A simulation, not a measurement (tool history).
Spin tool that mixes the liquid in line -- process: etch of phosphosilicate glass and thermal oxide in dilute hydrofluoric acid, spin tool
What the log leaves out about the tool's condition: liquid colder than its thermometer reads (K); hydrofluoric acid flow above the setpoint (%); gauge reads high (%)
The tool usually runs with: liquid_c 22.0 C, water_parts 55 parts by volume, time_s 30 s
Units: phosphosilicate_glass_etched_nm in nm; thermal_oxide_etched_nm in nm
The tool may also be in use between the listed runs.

| run | hour | liquid_c | water_parts | time_s | wafers since the last listed run | hours since the thermometer was replaced | hours since the hydrofluoric acid flow meter was replaced | hours since the gauge calibration | read-back film thickness of the phosphosilicate glass reference wafer, read on the same gauge (nm) | read-back film thickness of the thermal oxide reference wafer, read on the same gauge (nm) | phosphosilicate_glass_etched_nm | thermal_oxide_etched_nm |
|---|---|---|---|---|---|---|---|---|---|---|---|---|
| 1 | 0.0 | 20.0 | 55 | 30 | 0 | 2635.6 | 2135.6 | 420.4 | 119.99 | 110.021 | 71.91 | 2.406 |
| 2 | 17.3 | 22.0 | 40 | 30 | 208 | 2652.9 | 2152.9 | 437.7 | 120.01 | 110.000 | 109.19 | 3.670 |
| 3 | 32.9 | 22.0 | 40 | 30 | 188 | 2668.5 | 2168.5 | 453.3 | 120.01 | 109.997 | 107.81 | 3.536 |
| 4 | 41.3 | 22.0 | 55 | 45 | 101 | 2676.9 | 2176.9 | 461.7 | 119.99 | 109.981 | 114.35 | 3.845 |
| 5 | 58.8 | 22.0 | 55 | 30 | 210 | 2694.4 | 2194.4 | 479.2 | 119.99 | 109.987 | 77.77 | 2.583 |
|  | 61.1 | thermometer replaced |
| 6 | 76.3 | 22.0 | 55 | 30 | 198 | 15.2 | 2211.9 | 496.7 | 120.00 | 110.002 | 78.55 | 2.557 |
| 7 | 92.5 | 22.0 | 55 | 30 | 195 | 31.4 | 2228.1 | 512.9 | 120.02 | 110.023 | 77.52 | 2.577 |
| 8 | 107.6 | 20.0 | 55 | 30 | 182 | 46.5 | 2243.2 | 528.0 | 119.99 | 110.010 | 71.52 | 2.303 |
|  | 112.5 | gauge calibrated |
| 9 | 115.9 | 22.0 | 55 | 30 | 100 | 54.8 | 2251.5 | 3.4 | 119.99 | 109.968 | 78.59 | 2.606 |
| 10 | 129.2 | 24.0 | 40 | 45 | 160 | 68.1 | 2264.8 | 16.7 | 120.01 | 109.952 | 178.17 | 5.892 |
| 11 | 146.0 | 22.0 | 45 | 20 | 202 | 84.9 | 2281.6 | 33.5 | 120.01 | 109.989 | 65.27 | 2.149 |
| 12 | 159.2 | 17.5 | 85 | 30 | 159 | 98.1 | 2294.8 | 46.7 | 120.00 | 109.979 | 40.50 | 1.348 |
| 13 | 167.1 | 19.0 | 55 | 45 | 95 | 106.0 | 2302.7 | 54.6 | 119.99 | 109.975 | 101.88 | 3.393 |
| 14 | 181.6 | 18.0 | 80 | 20 | 174 | 120.5 | 2317.2 | 69.1 | 119.99 | 109.983 | 29.19 | 0.968 |
| 15 | 188.3 | 19.0 | 65 | 20 | 80 | 127.2 | 2323.9 | 75.8 | 120.01 | 109.997 | 38.02 | 1.230 |
| 16 | 196.3 | 17.5 | 55 | 30 | 96 | 135.2 | 2331.9 | 83.8 | 119.99 | 110.006 | 65.30 | 2.160 |
|  | 201.6 | hydrofluoric acid flow meter replaced |
| 17 | 211.1 | 20.5 | 55 | 50 | 166 | 150.0 | 9.5 | 98.6 | 120.02 | 109.993 | 121.92 | 3.985 |
| 18 | 222.7 | 22.0 | 55 | 30 | 139 | 161.6 | 21.1 | 110.2 | 120.00 | 110.025 | 76.83 | 2.564 |
| 19 | 235.0 | 22.0 | 65 | 35 | 148 | 173.9 | 33.4 | 122.5 | 120.01 | 109.997 | 75.28 | 2.523 |
| 20 | 244.5 | 22.0 | 80 | 45 | 114 | 183.4 | 42.9 | 132.0 | 120.01 | 109.976 | 78.00 | 2.619 |
| 21 | 254.7 | 24.0 | 55 | 30 | 122 | 193.6 | 53.1 | 142.2 | 120.01 | 110.005 | 84.64 | 2.762 |
| 22 | 270.9 | 22.0 | 45 | 45 | 195 | 209.8 | 69.3 | 158.4 | 119.98 | 109.991 | 145.31 | 4.763 |
| 23 | 285.7 | 26.5 | 35 | 30 | 178 | 224.6 | 84.1 | 173.2 | 120.01 | 110.034 | 154.46 | 5.039 |
| 24 | 294.7 | 22.0 | 55 | 30 | 108 | 233.6 | 93.1 | 182.2 | 119.99 | 110.005 | 78.11 | 2.572 |
| 25 | 305.0 | 22.0 | 85 | 40 | 124 | 243.9 | 103.4 | 192.5 | 119.97 | 109.999 | 65.16 | 2.148 |
| 26 | 315.9 | 22.0 | 55 | 30 | 131 | 254.8 | 114.3 | 203.4 | 119.98 | 109.983 | 78.10 | 2.502 |

Consider 4 possible next runs. They are alternatives, not a sequence: every one starts from the tool as it was left by run 26. What does each give?
| A | 316.3 | 22.0 | 55 | 40 | 4 | 255.2 | 114.7 | 203.8 | ? | ? | ? | ? |
| B | 316.3 | 17.0 | 35 | 15 | 4 | 255.2 | 114.7 | 203.8 | ? | ? | ? | ? |
| C | 316.3 | 17.5 | 65 | 15 | 4 | 255.2 | 114.7 | 203.8 | ? | ? | ? | ? |
| D | 316.3 | 18.5 | 65 | 20 | 4 | 255.2 | 114.7 | 203.8 | ? | ? | ? | ? |

| run | read-back film thickness of the phosphosilicate glass reference wafer, read on the same gauge (nm) | read-back film thickness of the thermal oxide reference wafer, read on the same gauge (nm) | phosphosilicate_glass_etched_nm | thermal_oxide_etched_nm |
|---|---|---|---|---|
| A | 120.02 | 110.022 | 104.38 | 3.383 |
| B | 120.02 | 110.022 | 50.86 | 1.648 |
| C | 120.02 | 110.022 | 27.06 | 0.877 |
| D | 120.02 | 110.022 | 37.66 | 1.221 |
Take away the tool's hidden state, keep each run's random variation, and the runs would have read:
| run | phosphosilicate_glass_etched_nm | thermal_oxide_etched_nm |
|---|---|---|
| A | 104.38 | 3.383 |
| B | 50.86 | 1.648 |
| C | 27.06 | 0.877 |
| D | 37.66 | 1.221 |
